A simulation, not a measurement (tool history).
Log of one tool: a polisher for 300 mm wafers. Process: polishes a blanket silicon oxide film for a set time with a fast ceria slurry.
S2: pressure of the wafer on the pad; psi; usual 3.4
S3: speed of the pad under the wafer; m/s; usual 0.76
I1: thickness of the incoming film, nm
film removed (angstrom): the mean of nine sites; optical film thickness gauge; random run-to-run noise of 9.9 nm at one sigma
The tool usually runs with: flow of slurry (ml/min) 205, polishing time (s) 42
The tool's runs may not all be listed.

{"run": 1, "hour": 0.0, "flow of slurry (ml/min)": 205, "S2": 3.4, "S3": 0.88, "polishing time (s)": 42, "I1": 1927.6, "film removed (angstrom)": 7594}
{"run": 2, "hour": 22.3, "flow of slurry (ml/min)": 205, "S2": 3.4, "S3": 0.88, "polishing time (s)": 42, "I1": 1926.1, "film removed (angstrom)": 7717}
{"hour": 36.2, "done": "head pressure recalibrated"}
{"run": 3, "hour": 36.7, "flow of slurry (ml/min)": 205, "S2": 3.4, "S3": 0.88, "polishing time (s)": 42, "I1": 1918.3, "film removed (angstrom)": 7831}
{"hour": 57.9, "done": "worn pad replaced by a new one"}
{"run": 4, "hour": 70.2, "flow of slurry (ml/min)": 205, "S2": 3.4, "S3": 0.76, "polishing time (s)": 42, "I1": 1945.7, "film removed (angstrom)": 6458}
{"run": 5, "hour": 94.2, "flow of slurry (ml/min)": 205, "S2": 3.4, "S3": 0.76, "polishing time (s)": 42, "I1": 1940.3, "film removed (angstrom)": 6396}
{"run": 6, "hour": 119.2, "flow of slurry (ml/min)": 205, "S2": 3.4, "S3": 0.76, "polishing time (s)": 42, "I1": 1940.5, "film removed (angstrom)": 6453}
{"run": 7, "hour": 138.7, "flow of slurry (ml/min)": 205, "S2": 3.4, "S3": 0.76, "polishing time (s)": 42, "I1": 1899.6, "film removed (angstrom)": 6340}
{"run": 8, "hour": 157.3, "flow of slurry (ml/min)": 205, "S2": 3.4, "S3": 0.76, "polishing time (s)": 42, "I1": 1955.1, "film removed (angstrom)": 6421}
{"run": 9, "hour": 182.5, "flow of slurry (ml/min)": 205, "S2": 3.4, "S3": 0.76, "polishing time (s)": 42, "I1": 1910.5, "film removed (angstrom)": 6426}
{"run": 10, "hour": 204.2, "flow of slurry (ml/min)": 205, "S2": 3.4, "S3": 0.76, "polishing time (s)": 42, "I1": 1931.8, "film removed (angstrom)": 6602}
{"run": 11, "hour": 237.1, "flow of slurry (ml/min)": 205, "S2": 3.4, "S3": 0.76, "polishing time (s)": 42, "I1": 1939.9, "film removed (angstrom)": 6334}
{"run": 12, "hour": 269.0, "flow of slurry (ml/min)": 205, "S2": 3.4, "S3": 0.76, "polishing time (s)": 42, "I1": 1936.2, "film removed (angstrom)": 6242}
{"run": 13, "hour": 303.3, "flow of slurry (ml/min)": 270, "S2": 3.8, "S3": 0.76, "polishing time (s)": 42, "I1": 1973.2, "film removed (angstrom)": 7246}
{"run": 14, "hour": 322.5, "flow of slurry (ml/min)": 205, "S2": 3.4, "S3": 0.76, "polishing time (s)": 42, "I1": 1979.5, "film removed (angstrom)": 6538}
{"run": 15, "hour": 356.4, "flow of slurry (ml/min)": 205, "S2": 3.4, "S3": 0.76, "polishing time (s)": 42, "I1": 1918.9, "film removed (angstrom)": 6275}
{"hour": 388.1, "done": "head pressure recalibrated"}
{"hour": 388.9, "done": "worn pad replaced by a new one"}
{"run": 16, "hour": 389.4, "flow of slurry (ml/min)": 205, "S2": 2.3, "S3": 0.76, "polishing time (s)": 42, "I1": 1898.6, "film removed (angstrom)": 4327}
{"run": 17, "hour": 492.4, "flow of slurry (ml/min)": 205, "S2": 3.4, "S3": 0.6, "polishing time (s)": 29, "I1": 1944.8, "film removed (angstrom)": 3426}
{"run": 18, "hour": 520.2, "flow of slurry (ml/min)": 205, "S2": 3.4, "S3": 0.76, "polishing time (s)": 37, "I1": 1946.8, "film removed (angstrom)": 5475}
{"run": 19, "hour": 549.7, "flow of slurry (ml/min)": 135, "S2": 2.8, "S3": 0.86, "polishing time (s)": 51, "I1": 1926.8, "film removed (angstrom)": 6672}
{"run": 20, "hour": 572.2, "flow of slurry (ml/min)": 205, "S2": 2.8, "S3": 0.68, "polishing time (s)": 42, "I1": 1960.6, "film removed (angstrom)": 4662}

The next listed run, before its measurement:
{"run": 21, "hour": 603.9, "flow of slurry (ml/min)": 245, "S2": 2.2, "S3": 0.92, "polishing time (s)": 50, "I1": 1948.6, "film removed (angstrom)": "?"}

Run 21 measured film removed (angstrom) 5943.
Minus the tool's unlogged condition, the same run would have read film removed (angstrom) 6257.
